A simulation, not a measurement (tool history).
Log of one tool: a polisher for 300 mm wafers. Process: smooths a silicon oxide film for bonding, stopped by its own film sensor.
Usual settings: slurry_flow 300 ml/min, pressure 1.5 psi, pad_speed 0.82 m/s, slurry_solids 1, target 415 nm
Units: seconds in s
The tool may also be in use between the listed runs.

| run | hour | slurry_flow | pressure | pad_speed | slurry_solids | target | incoming thickness of the incoming film, nm | seconds |
|---|---|---|---|---|---|---|---|---|
| 1 | 0 | 300 | 1.5 | 0.82 | 1 | 415 | 449.1 | 66.9 |
| 2 | 33.6 | 300 | 1.5 | 0.82 | 1 | 415 | 453.2 | 76.3 |
| 3 | 68.4 | 300 | 1.5 | 0.82 | 1 | 415 | 445.9 | 62.1 |
| 4 | 88.3 | 300 | 1.5 | 0.74 | 1 | 424 | 452.6 | 61 |
|  | 118 | slurry blender recalibrated |
| 5 | 118.5 | 300 | 1.5 | 0.74 | 1 | 424 | 453.6 | 63.9 |
| 6 | 143.7 | 300 | 1.5 | 0.74 | 1 | 424 | 450.8 | 57.5 |
|  | 157 | worn pad replaced by a new one |
| 7 | 170.2 | 300 | 1.5 | 0.82 | 1 | 415 | 449.1 | 68.4 |
| 8 | 192.3 | 300 | 1.5 | 0.82 | 1 | 415 | 458.6 | 90.4 |
| 9 | 218 | 300 | 1.5 | 0.82 | 1 | 415 | 442.2 | 55.5 |
| 10 | 249.3 | 300 | 1.5 | 0.82 | 1 | 415 | 446.3 | 64.6 |
| 11 | 276.7 | 300 | 1.5 | 0.82 | 1 | 415 | 452.4 | 78.5 |
|  | 286.1 | slurry blender recalibrated |
| 12 | 298.1 | 300 | 1.5 | 0.82 | 1 | 415 | 446 | 65 |
| 13 | 312.4 | 300 | 1.5 | 0.82 | 1 | 415 | 440.4 | 53.6 |
|  | 327.2 | worn pad replaced by a new one |
| 14 | 345.2 | 300 | 1.5 | 0.82 | 1 | 415 | 449.3 | 72.8 |
| 15 | 376.8 | 300 | 1.5 | 0.82 | 1 | 415 | 444.5 | 63.7 |
|  | 379 | head pressure recalibrated |
| 16 | 405.8 | 365 | 1 | 0.94 | 0.85 | 415 | 452.9 | 95.7 |
| 17 | 422.1 | 300 | 1.5 | 0.82 | 1 | 415 | 443.4 | 56.3 |
| 18 | 448.6 | 300 | 1.5 | 0.82 | 1 | 415 | 452.5 | 75.4 |
|  | 479.2 | slurry blender recalibrated |
|  | 491.6 | worn pad replaced by a new one |
| 19 | 525.6 | 300 | 1.3 | 0.82 | 1.1 | 415 | 442 | 58 |
| 20 | 602.2 | 400 | 1.3 | 0.82 | 1 | 415 | 449.6 | 76.5 |
| 21 | 627.2 | 250 | 1.5 | 0.98 | 0.85 | 409 | 452.8 | 88.3 |
|  | 633 | slurry blender recalibrated |
|  | 636.8 | slurry nozzle cleaned |
|  | 645 | worn pad replaced by a new one |
| 22 | 645.5 | 300 | 1.5 | 0.82 | 1 | 415 | 452.3 | 78.5 |
| 23 | 673.7 | 300 | 1.5 | 1.02 | 1 | 415 | 446.8 | 57 |
| 24 | 703.7 | 300 | 1.5 | 0.54 | 1 | 415 | 450.1 | 98.4 |
| 25 | 729.9 | 375 | 1.5 | 0.82 | 0.85 | 415 | 449.1 | 76.4 |
| 26 | 759.1 | 300 | 1.5 | 0.82 | 1 | 415 | 442.2 | 58.3 |
|  | 765 | head pressure recalibrated |
| 27 | 779.5 | 300 | 1.2 | 0.98 | 0.7 | 415 | 451.1 | 87 |
|  | 788 | slurry blender recalibrated |
| 28 | 810.2 | 390 | 1.3 | 0.82 | 1.15 | 415 | 451.2 | 72.2 |
|  | 840.4 | worn pad replaced by a new one |
| 29 | 840.9 | 300 | 1.5 | 0.82 | 1 | 415 | 441.9 | 52.8 |
| 30 | 869.3 | 300 | 1.5 | 0.82 | 1 | 415 | 452.1 | 72.7 |
| 31 | 887 | 300 | 1.5 | 0.94 | 1 | 415 | 446.9 | 57.8 |

Forecast each of these 3 alternatives for the next run:
| A | 887.4 | 300 | 1.5 | 0.82 | 1 | 415 | 458.6 | ? |
| B | 887.4 | 355 | 1.9 | 0.82 | 1.1 | 410 | 458.6 | ? |
| C | 887.4 | 210 | 1.5 | 1.1 | 1.3 | 427 | 458.6 | ? |

| run | seconds |
|---|---|
| A | 85.3 |
| B | 75.5 |
| C | 46.7 |
Without the tool's hidden state the same runs would have given:
| run | seconds |
|---|---|
| A | 83.7 |
| B | 74.1 |
| C | 45.9 |

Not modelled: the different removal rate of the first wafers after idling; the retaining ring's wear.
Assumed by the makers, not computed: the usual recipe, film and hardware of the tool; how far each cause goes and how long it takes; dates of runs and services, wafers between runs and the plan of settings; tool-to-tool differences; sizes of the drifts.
